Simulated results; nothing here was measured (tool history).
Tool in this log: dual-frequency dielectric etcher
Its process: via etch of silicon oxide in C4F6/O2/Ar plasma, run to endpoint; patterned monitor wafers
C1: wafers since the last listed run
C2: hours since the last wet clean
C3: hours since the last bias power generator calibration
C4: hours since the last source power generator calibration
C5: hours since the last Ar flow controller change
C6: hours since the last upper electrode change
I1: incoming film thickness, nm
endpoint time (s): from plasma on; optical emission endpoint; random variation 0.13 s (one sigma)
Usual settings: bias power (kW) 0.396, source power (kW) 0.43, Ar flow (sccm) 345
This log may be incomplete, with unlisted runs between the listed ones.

run 1 hour=0 | bias_power_(kW)=0.396 source_power_(kW)=0.43 Ar_flow_(sccm)=345 | C1=0 C2=360.2 C3=3680.7 C4=1464.9 C5=5172.6 C6=2720.1 | I1=158.7 | endpoint_time_(s)=41.6
run 2 hour=75 | bias_power_(kW)=0.396 source_power_(kW)=0.43 Ar_flow_(sccm)=345 | C1=1039 C2=435.2 C3=3755.7 C4=1539.9 C5=5247.6 C6=2795.1 | I1=160.1 | endpoint_time_(s)=41.7
run 3 hour=173.9 | bias_power_(kW)=0.396 source_power_(kW)=0.45 Ar_flow_(sccm)=345 | C1=1370 C2=534.1 C3=3854.6 C4=1638.8 C5=5346.5 C6=2894 | I1=159.8 | endpoint_time_(s)=41.4
run 4 hour=253.6 | bias_power_(kW)=0.396 source_power_(kW)=0.45 Ar_flow_(sccm)=345 | C1=1104 C2=613.8 C3=3934.3 C4=1718.5 C5=5426.2 C6=2973.7 | I1=159.6 | endpoint_time_(s)=41.6
-- hour=297.3 wet clean of the chamber
run 5 hour=297.8 | bias_power_(kW)=0.396 source_power_(kW)=0.43 Ar_flow_(sccm)=345 | C1=279 C2=0.5 C3=3978.5 C4=1762.7 C5=5470.4 C6=3017.9 | I1=160.9 | endpoint_time_(s)=42.2
run 6 hour=353.4 | bias_power_(kW)=0.324 source_power_(kW)=0.43 Ar_flow_(sccm)=345 | C1=770 C2=56.1 C3=4034.1 C4=1818.3 C5=5526 C6=3073.5 | I1=160.7 | endpoint_time_(s)=46.3
-- hour=564.8 Ar flow controller replaced
run 7 hour=565.3 | bias_power_(kW)=0.339 source_power_(kW)=0.36 Ar_flow_(sccm)=345 | C1=2854 C2=268 C3=4246 C4=2030.2 C5=0.5 C6=3285.4 | I1=160.1 | endpoint_time_(s)=47.6
-- hour=645.4 bias power generator calibrated
run 8 hour=647.1 | bias_power_(kW)=0.444 source_power_(kW)=0.52 Ar_flow_(sccm)=345 | C1=1078 C2=349.8 C3=1.7 C4=2112 C5=82.3 C6=3367.2 | I1=159.5 | endpoint_time_(s)=36.6
-- hour=681.1 source power generator calibrated
run 9 hour=739.2 | bias_power_(kW)=0.322 source_power_(kW)=0.34 Ar_flow_(sccm)=278 | C1=1221 C2=441.9 C3=93.8 C4=58.1 C5=174.4 C6=3459.3 | I1=159.4 | endpoint_time_(s)=46.9
run 10 hour=808.3 | bias_power_(kW)=0.424 source_power_(kW)=0.39 Ar_flow_(sccm)=399 | C1=957 C2=511 C3=162.9 C4=127.2 C5=243.5 C6=3528.4 | I1=159.1 | endpoint_time_(s)=41.3
-- hour=900.6 wet clean of the chamber
run 11 hour=911.4 | bias_power_(kW)=0.396 source_power_(kW)=0.4 Ar_flow_(sccm)=345 | C1=1096 C2=10.8 C3=266 C4=230.3 C5=346.6 C6=3631.5 | I1=158.2 | endpoint_time_(s)=41.6
run 12 hour=1003.9 | bias_power_(kW)=0.396 source_power_(kW)=0.43 Ar_flow_(sccm)=345 | C1=1282 C2=103.3 C3=358.5 C4=322.8 C5=439.1 C6=3724 | I1=160.2 | endpoint_time_(s)=41.2
run 13 hour=1094.8 | bias_power_(kW)=0.432 source_power_(kW)=0.43 Ar_flow_(sccm)=345 | C1=1259 C2=194.2 C3=449.4 C4=413.7 C5=530 C6=3814.9 | I1=160.3 | endpoint_time_(s)=39.5
-- hour=1121.1 upper electrode replaced
run 14 hour=1147.2 | bias_power_(kW)=0.396 source_power_(kW)=0.48 Ar_flow_(sccm)=345 | C1=393 C2=246.6 C3=501.8 C4=466.1 C5=582.4 C6=26.1 | I1=160.4 | endpoint_time_(s)=39.9
run 15 hour=1205.7 | bias_power_(kW)=0.437 source_power_(kW)=0.52 Ar_flow_(sccm)=318 | C1=810 C2=305.1 C3=560.3 C4=524.6 C5=640.9 C6=84.6 | I1=160.6 | endpoint_time_(s)=36.8
run 16 hour=1304.3 | bias_power_(kW)=0.396 source_power_(kW)=0.38 Ar_flow_(sccm)=288 | C1=1366 C2=403.7 C3=658.9 C4=623.2 C5=739.5 C6=183.2 | I1=159.2 | endpoint_time_(s)=41.2
run 17 hour=1399.5 | bias_power_(kW)=0.396 source_power_(kW)=0.46 Ar_flow_(sccm)=345 | C1=1319 C2=498.9 C3=754.1 C4=718.4 C5=834.7 C6=278.4 | I1=161.2 | endpoint_time_(s)=41
run 18 hour=1494.9 | bias_power_(kW)=0.396 source_power_(kW)=0.53 Ar_flow_(sccm)=345 | C1=1322 C2=594.3 C3=849.5 C4=813.8 C5=930.1 C6=373.8 | I1=158.6 | endpoint_time_(s)=38.8
-- hour=1577.2 wet clean of the chamber
run 19 hour=1598.1 | bias_power_(kW)=0.396 source_power_(kW)=0.43 Ar_flow_(sccm)=345 | C1=1097 C2=20.9 C3=952.7 C4=917 C5=1033.3 C6=477 | I1=159.8 | endpoint_time_(s)=41.5
run 20 hour=1678.1 | bias_power_(kW)=0.396 source_power_(kW)=0.43 Ar_flow_(sccm)=345 | C1=1108 C2=100.9 C3=1032.7 C4=997 C5=1113.3 C6=557 | I1=161.4 | endpoint_time_(s)=41.5
run 21 hour=1731.5 | bias_power_(kW)=0.3 source_power_(kW)=0.36 Ar_flow_(sccm)=315 | C1=740 C2=154.3 C3=1086.1 C4=1050.4 C5=1166.7 C6=610.4 | I1=159.9 | endpoint_time_(s)=49.2
run 22 hour=1815.7 | bias_power_(kW)=0.475 source_power_(kW)=0.43 Ar_flow_(sccm)=283 | C1=1167 C2=238.5 C3=1170.3 C4=1134.6 C5=1250.9 C6=694.6 | I1=159.8 | endpoint_time_(s)=37
run 23 hour=1854.9 | bias_power_(kW)=0.396 source_power_(kW)=0.47 Ar_flow_(sccm)=345 | C1=543 C2=277.7 C3=1209.5 C4=1173.8 C5=1290.1 C6=733.8 | I1=158.4 | endpoint_time_(s)=40.1
run 24 hour=1894.8 | bias_power_(kW)=0.47 source_power_(kW)=0.47 Ar_flow_(sccm)=402 | C1=553 C2=317.6 C3=1249.4 C4=1213.7 C5=1330 C6=773.7 | I1=160.1 | endpoint_time_(s)=37.9
run 25 hour=1982.7 | bias_power_(kW)=0.396 source_power_(kW)=0.43 Ar_flow_(sccm)=345 | C1=1218 C2=405.5 C3=1337.3 C4=1301.6 C5=1417.9 C6=861.6 | I1=161 | endpoint_time_(s)=41.7
run 26 hour=2062.5 | bias_power_(kW)=0.396 source_power_(kW)=0.43 Ar_flow_(sccm)=345 | C1=1106 C2=485.3 C3=1417.1 C4=1381.4 C5=1497.7 C6=941.4 | I1=159 | endpoint_time_(s)=41.1
run 27 hour=2112 | bias_power_(kW)=0.396 source_power_(kW)=0.43 Ar_flow_(sccm)=345 | C1=686 C2=534.8 C3=1466.6 C4=1430.9 C5=1547.2 C6=990.9 | I1=160.1 | endpoint_time_(s)=41.7
-- hour=2145.7 wet clean of the chamber
run 28 hour=2177.6 | bias_power_(kW)=0.432 source_power_(kW)=0.43 Ar_flow_(sccm)=345 | C1=576 C2=31.9 C3=1532.2 C4=1496.5 C5=1612.8 C6=1056.5 | I1=160.4 | endpoint_time_(s)=39.8

Consider 5 possible next runs. They are alternatives, not a sequence: every one starts from the tool as it was left by run 28. What does each give?
run A hour=2178 | bias_power_(kW)=0.396 source_power_(kW)=0.43 Ar_flow_(sccm)=369 | C1=5 C2=32.3 C3=1532.6 C4=1496.9 C5=1613.2 C6=1056.9 | I1=159.9 | endpoint_time_(s)=?
run B hour=2178 | bias_power_(kW)=0.329 source_power_(kW)=0.34 Ar_flow_(sccm)=300 | C1=5 C2=32.3 C3=1532.6 C4=1496.9 C5=1613.2 C6=1056.9 | I1=159.9 | endpoint_time_(s)=?
run C hour=2178 | bias_power_(kW)=0.396 source_power_(kW)=0.51 Ar_flow_(sccm)=418 | C1=5 C2=32.3 C3=1532.6 C4=1496.9 C5=1613.2 C6=1056.9 | I1=159.9 | endpoint_time_(s)=?
run D hour=2178 | bias_power_(kW)=0.493 source_power_(kW)=0.43 Ar_flow_(sccm)=309 | C1=5 C2=32.3 C3=1532.6 C4=1496.9 C5=1613.2 C6=1056.9 | I1=159.9 | endpoint_time_(s)=?
run E hour=2178 | bias_power_(kW)=0.357 source_power_(kW)=0.49 Ar_flow_(sccm)=291 | C1=5 C2=32.3 C3=1532.6 C4=1496.9 C5=1613.2 C6=1056.9 | I1=159.9 | endpoint_time_(s)=?

run=A endpoint_time_(s)=41.8
run=B endpoint_time_(s)=47.5
run=C endpoint_time_(s)=40.5
run=D endpoint_time_(s)=36.8
run=E endpoint_time_(s)=41.2
With the hidden condition removed and each run's random variation left untouched, the same runs would have given:
run=A endpoint_time_(s)=41.2
run=B endpoint_time_(s)=46.8
run=C endpoint_time_(s)=39.9
run=D endpoint_time_(s)=36.2
run=E endpoint_time_(s)=40.6
